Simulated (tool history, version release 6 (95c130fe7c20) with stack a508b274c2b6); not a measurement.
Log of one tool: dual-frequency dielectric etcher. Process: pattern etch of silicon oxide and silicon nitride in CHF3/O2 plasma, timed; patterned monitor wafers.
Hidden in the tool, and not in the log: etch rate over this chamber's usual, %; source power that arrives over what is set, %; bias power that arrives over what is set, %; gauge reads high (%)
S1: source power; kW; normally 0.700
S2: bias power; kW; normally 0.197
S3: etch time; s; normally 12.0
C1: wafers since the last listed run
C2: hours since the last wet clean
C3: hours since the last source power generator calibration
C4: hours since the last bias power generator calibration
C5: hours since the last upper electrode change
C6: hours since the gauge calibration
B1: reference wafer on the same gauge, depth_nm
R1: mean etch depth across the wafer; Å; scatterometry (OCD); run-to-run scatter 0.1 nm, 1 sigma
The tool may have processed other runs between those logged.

run	day	S1	S2	S3	C1	C2	C3	C4	C5	C6	B1	R1
1	0.000	0.700	0.197	12.0	0	0.8	2870.3	31.3	1925.7	282.4	20.14	202.6
2	0.012	0.700	0.197	12.0	3	1.1	2870.6	31.6	1926.0	282.7	20.08	202.6
3	0.462	0.700	0.197	12.0	127	11.9	2881.4	42.4	1936.8	293.5	20.09	201.3
4	0.725	0.700	0.197	12.0	74	18.2	2887.7	48.7	1943.1	299.8	20.10	202.0
5	1.012	0.590	0.197	13.5	81	25.1	2894.6	55.6	1950.0	306.7	20.09	208.3
6	1.267	0.700	0.197	12.0	71	31.2	2900.7	61.7	1956.1	312.8	20.09	202.2
7	1.629	0.700	0.197	14.5	102	39.9	2909.4	70.4	1964.8	321.5	20.07	244.5
8	2.317	0.700	0.197	12.0	194	56.4	2925.9	86.9	1981.3	338.0	20.10	203.7
9	3.050	0.700	0.197	12.0	207	74.0	2943.5	104.5	1998.9	355.6	20.08	201.2
10	3.529	0.700	0.221	13.5	135	85.5	2955.0	116.0	2010.4	367.1	20.10	240.5
# day 4.262: gauge calibrated
# day 5.221: upper electrode replaced
11	5.242	0.700	0.197	12.0	201	126.6	2996.1	157.1	0.5	23.5	20.06	200.0
12	5.254	0.860	0.230	13.5	3	126.9	2996.4	157.4	0.8	23.8	20.11	269.9
13	5.267	0.760	0.168	10.0	3	127.2	2996.7	157.7	1.1	24.1	20.09	160.1
14	5.529	0.580	0.151	12.0	74	133.5	3003.0	164.0	7.4	30.4	20.07	156.6
15	5.975	0.540	0.220	12.0	126	144.2	3013.7	174.7	18.1	41.1	20.12	185.1
16	6.567	0.840	0.197	14.0	167	158.4	3027.9	188.9	32.3	55.3	20.09	255.1
# day 7.217: source power generator calibrated
17	8.379	0.570	0.177	10.0	465	201.9	27.9	232.4	75.8	98.8	20.09	139.7
18	9.212	0.780	0.197	12.0	235	221.9	47.9	252.4	95.8	118.8	20.10	210.1
19	9.842	0.700	0.235	13.5	178	237.0	63.0	267.5	110.9	133.9	20.09	244.8
20	10.483	0.600	0.233	12.0	181	252.4	78.4	282.9	126.3	149.3	20.09	200.9
21	11.038	0.700	0.213	13.5	156	265.7	91.7	296.2	139.6	162.6	20.12	232.9
22	11.717	0.580	0.197	10.0	192	282.0	108.0	312.5	155.9	178.9	20.12	148.7
23	12.133	0.700	0.197	12.0	117	292.0	118.0	322.5	165.9	188.9	20.08	198.1
24	12.875	0.840	0.181	12.0	209	309.8	135.8	340.3	183.7	206.7	20.12	207.3
25	13.133	0.640	0.197	14.5	73	316.0	142.0	346.5	189.9	212.9	20.12	228.5
26	13.829	0.700	0.197	10.5	196	332.7	158.7	363.2	206.6	229.6	20.06	173.6
27	14.342	0.850	0.197	12.0	145	345.0	171.0	375.5	218.9	241.9	20.09	217.5
28	14.704	0.820	0.159	10.5	102	353.7	179.7	384.2	227.6	250.6	20.10	168.0
29	15.183	0.700	0.197	12.0	135	365.2	191.2	395.7	239.1	262.1	20.09	195.9

Forecast each of these 5 alternatives for the next run:
A	15.200	0.700	0.164	12.0	4	365.6	191.6	396.1	239.5	262.5	?	?
B	15.200	0.630	0.197	12.0	4	365.6	191.6	396.1	239.5	262.5	?	?
C	15.200	0.700	0.179	14.5	4	365.6	191.6	396.1	239.5	262.5	?	?
D	15.200	0.810	0.181	14.0	4	365.6	191.6	396.1	239.5	262.5	?	?
E	15.200	0.540	0.197	12.0	4	365.6	191.6	396.1	239.5	262.5	?	?

run	B1	R1
A	20.11	179.4
B	20.11	187.3
C	20.11	227.4
D	20.11	238.2
E	20.11	171.8
Take away the tool's hidden state, keep each run's random variation, and the runs would have read:
run	R1
A	183.6
B	191.7
C	232.8
D	243.8
E	175.8
